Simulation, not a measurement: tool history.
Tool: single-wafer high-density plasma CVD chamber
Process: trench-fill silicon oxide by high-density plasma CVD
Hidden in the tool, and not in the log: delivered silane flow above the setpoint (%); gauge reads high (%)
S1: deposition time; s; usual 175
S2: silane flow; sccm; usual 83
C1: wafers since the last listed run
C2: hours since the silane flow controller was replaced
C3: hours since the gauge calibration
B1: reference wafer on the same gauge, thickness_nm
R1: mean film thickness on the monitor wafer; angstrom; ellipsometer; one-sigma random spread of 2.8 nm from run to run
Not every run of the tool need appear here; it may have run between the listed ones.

Run 1, day 0.000: usual settings but S2 78 sccm; C1 0; C2 3825.8; C3 334.0; B1 1869.419. Result: R1 16080.74 angstrom.
Run 2, day 0.567: usual settings but S2 78 sccm; C1 145; C2 3839.4; C3 347.6; B1 1869.786. Result: R1 16058.85 angstrom.
Run 3, day 1.258: usual settings but S2 78 sccm; C1 177; C2 3856.0; C3 364.2; B1 1869.209. Result: R1 16055.20 angstrom.
Run 4, day 1.658: usual settings; C1 102; C2 3865.6; C3 373.8; B1 1870.121. Result: R1 17064.15 angstrom.
Run 5, day 3.717: usual settings; C1 528; C2 3915.0; C3 423.2; B1 1870.958. Result: R1 17091.01 angstrom.
Run 6, day 3.996: usual settings; C1 71; C2 3921.7; C3 429.9; B1 1871.879. Result: R1 17047.40 angstrom.
Run 7, day 4.312: usual settings; C1 81; C2 3929.3; C3 437.5; B1 1869.418. Result: R1 17063.06 angstrom.
Run 8, day 4.971: usual settings; C1 169; C2 3945.1; C3 453.3; B1 1870.091. Result: R1 17099.06 angstrom.
Run 9, day 5.404: usual settings; C1 111; C2 3955.5; C3 463.7; B1 1870.902. Result: R1 17055.51 angstrom.
Run 10, day 6.871: usual settings; C1 376; C2 3990.7; C3 498.9; B1 1870.352. Result: R1 17022.67 angstrom.
Run 11, day 7.338: usual settings; C1 119; C2 4001.9; C3 510.1; B1 1870.962. Result: R1 17066.92 angstrom.
Run 12, day 7.712: usual settings; C1 96; C2 4010.9; C3 519.1; B1 1869.688. Result: R1 17097.91 angstrom.
Run 13, day 9.496: usual settings; C1 458; C2 4053.7; C3 561.9; B1 1867.905. Result: R1 17106.70 angstrom.
Run 14, day 9.992: usual settings; C1 127; C2 4065.6; C3 573.8; B1 1870.790. Result: R1 17079.26 angstrom.
Run 15, day 10.275: usual settings; C1 72; C2 4072.4; C3 580.6; B1 1870.227. Result: R1 17056.21 angstrom.
Run 16, day 10.667: usual settings; C1 100; C2 4081.8; C3 590.0; B1 1870.311. Result: R1 17078.50 angstrom.
At day 11.346: gauge calibrated.
At day 11.417: silane flow controller replaced.
Run 17, day 11.438: usual settings; C1 112; C2 0.5; C3 2.2; B1 1869.827. Result: R1 15893.56 angstrom.
Run 18, day 11.771: usual settings; C1 85; C2 8.5; C3 10.2; B1 1870.285. Result: R1 15893.41 angstrom.
Run 19, day 12.183: usual settings; C1 105; C2 18.4; C3 20.1; B1 1870.301. Result: R1 15896.92 angstrom.
Run 20, day 12.521: usual settings; C1 86; C2 26.5; C3 28.2; B1 1870.022. Result: R1 15909.58 angstrom.
Run 21, day 12.858: usual settings; C1 86; C2 34.6; C3 36.3; B1 1868.740. Result: R1 15885.36 angstrom.
Run 22, day 13.358: usual settings but S1 183 s; C1 128; C2 46.6; C3 48.3; B1 1870.746. Result: R1 16625.37 angstrom.
Run 23, day 13.917: usual settings but S1 193 s, S2 69 sccm; C1 143; C2 60.0; C3 61.7; B1 1870.366. Result: R1 14565.89 angstrom.
Run 24, day 14.546: usual settings but S1 208 s, S2 76 sccm; C1 161; C2 75.1; C3 76.8; B1 1869.575. Result: R1 17338.73 angstrom.
Run 25, day 14.942: usual settings but S1 157 s; C1 101; C2 84.6; C3 86.3; B1 1870.994. Result: R1 14302.92 angstrom.
Run 26, day 15.362: usual settings but S1 193 s, S2 69 sccm; C1 108; C2 94.7; C3 96.4; B1 1870.056. Result: R1 14588.64 angstrom.
Run 27, day 15.779: usual settings but S1 148 s, S2 90 sccm; C1 107; C2 104.7; C3 106.4; B1 1870.096. Result: R1 14621.70 angstrom.
Run 28, day 16.150: usual settings; C1 95; C2 113.6; C3 115.3; B1 1869.568. Result: R1 15938.64 angstrom.
Run 29, day 16.738: usual settings but S1 199 s, S2 77 sccm; C1 150; C2 127.7; C3 129.4; B1 1869.020. Result: R1 16844.17 angstrom.
Run 30, day 17.212: usual settings but S1 197 s, S2 76 sccm; C1 122; C2 139.1; C3 140.8; B1 1869.416. Result: R1 16477.55 angstrom.
Run 31, day 17.883: usual settings but S1 189 s; C1 172; C2 155.2; C3 156.9; B1 1868.970. Result: R1 17266.14 angstrom.
Run 32, day 18.592: usual settings; C1 182; C2 172.2; C3 173.9; B1 1869.088. Result: R1 16042.83 angstrom.
Run 33, day 19.338: usual settings but S1 161 s; C1 191; C2 190.1; C3 191.8; B1 1870.906. Result: R1 14709.17 angstrom.
Run 34, day 19.921: usual settings; C1 149; C2 204.1; C3 205.8; B1 1870.468. Result: R1 16045.45 angstrom.
Run 35, day 20.408: usual settings but S1 157 s, S2 91 sccm; C1 125; C2 215.8; C3 217.5; B1 1869.661. Result: R1 15781.74 angstrom.
Run 36, day 20.692: usual settings but S1 202 s, S2 90 sccm; C1 72; C2 222.6; C3 224.3; B1 1870.023. Result: R1 20073.44 angstrom.
Run 37, day 21.379: usual settings but S1 198 s, S2 69 sccm; C1 176; C2 239.1; C3 240.8; B1 1869.791. Result: R1 15090.49 angstrom.
Run 38, day 22.079: usual settings; C1 179; C2 255.9; C3 257.6; B1 1870.043. Result: R1 16086.82 angstrom.
Run 39, day 22.546: usual settings; C1 119; C2 267.1; C3 268.8; B1 1868.504. Result: R1 16032.02 angstrom.
Run 40, day 23.058: usual settings; C1 131; C2 279.4; C3 281.1; B1 1870.853. Result: R1 16045.33 angstrom.
Run 41, day 23.588: usual settings but S1 208 s; C1 135; C2 292.1; C3 293.8; B1 1868.878. Result: R1 19094.52 angstrom.
Run 42, day 23.896: usual settings but S1 210 s, S2 88 sccm; C1 79; C2 299.5; C3 301.2; B1 1871.987. Result: R1 20469.63 angstrom.
Run 43, day 24.621: usual settings but S2 78 sccm; C1 186; C2 316.9; C3 318.6; B1 1870.455. Result: R1 15113.32 angstrom.
Run 44, day 24.921: usual settings; C1 77; C2 324.1; C3 325.8; B1 1870.813. Result: R1 16105.79 angstrom.

Below, each run's measurement less what the same run would have read without the hidden state. Both values contain the same run-to-run variation, but the gauge's scatter may not be the same in both:
run        R1
  1  +1001.52
  2  +1000.65
  3  +1001.01
  4  +1064.28
  5  +1067.78
  6  +1065.30
  7  +1066.55
  8  +1069.37
  9  +1067.01
 10  +1066.17
 11  +1069.32
 12  +1071.57
 13  +1073.54
 14  +1072.20
 15  +1070.97
 16  +1072.67
 17   -129.77
 18   -123.55
 19   -115.93
 20   -109.81
 21   -103.48
 22    -98.84
 23    -77.43
 24    -80.03
 25    -59.78
 26    -54.27
 27    -47.79
 28    -45.75
 29    -37.82
 30    -28.77
 31    -18.10
 32     -5.16
 33     +6.34
 34    +16.25
 35    +23.56
 36    +35.54
 37    +36.77
 38    +49.94
 39    +56.83
 40    +64.56
 41    +86.17
 42    +98.17
 43    +82.42
 44    +92.17
